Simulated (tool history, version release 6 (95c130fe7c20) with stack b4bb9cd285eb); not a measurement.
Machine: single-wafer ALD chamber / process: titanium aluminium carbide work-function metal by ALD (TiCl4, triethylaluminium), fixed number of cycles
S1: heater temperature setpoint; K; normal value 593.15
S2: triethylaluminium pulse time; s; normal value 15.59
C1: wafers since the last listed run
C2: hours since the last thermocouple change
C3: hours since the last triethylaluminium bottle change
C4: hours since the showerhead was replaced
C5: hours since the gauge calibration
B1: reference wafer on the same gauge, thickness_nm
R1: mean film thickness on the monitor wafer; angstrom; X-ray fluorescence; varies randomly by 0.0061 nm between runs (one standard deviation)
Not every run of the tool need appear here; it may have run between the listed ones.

run,hour,S1,S2,C1,C2,C3,C4,C5,B1,R1
1,0.0,599.15,15.59,0,906.7,1577.7,4062.9,9.7,2.220,24.73
2,35.4,599.15,15.59,333,942.1,1613.1,4098.3,45.1,2.220,24.81
3,42.1,599.15,15.59,63,948.8,1619.8,4105.0,51.8,2.220,24.89
4,53.7,593.15,18.18,109,960.4,1631.4,4116.6,63.4,2.220,24.35
5,70.1,593.15,18.18,154,976.8,1647.8,4133.0,79.8,2.220,24.44
# hour 81.7: triethylaluminium bottle replaced
6,83.1,593.15,18.18,47,989.8,1.4,4146.0,92.8,2.220,24.33
7,108.5,593.15,15.59,239,1015.2,26.8,4171.4,118.2,2.220,24.16
# hour 129.0: thermocouple changed; heater temperature recalibrated
8,129.5,593.15,15.59,122,0.5,47.8,4192.4,139.2,2.221,24.26
9,133.9,593.15,20.14,41,4.9,52.2,4196.8,143.6,2.220,24.23
10,147.2,599.15,15.59,125,18.2,65.5,4210.1,156.9,2.220,24.82
11,158.7,608.15,10.26,108,29.7,77.0,4221.6,168.4,2.221,25.03
12,167.4,586.15,10.38,81,38.4,85.7,4230.3,177.1,2.221,23.10

Expected results for the next run?
# hour 181.0: gauge calibrated
# hour 187.9: showerhead replaced
13,188.4,593.15,15.59,122,59.4,106.7,0.5,7.4,?,?

{"run 13": {"B1": 2.219, "R1": 24.36}}
Had the tool carried no hidden state, the very same run would have given R1 24.36 angstrom.
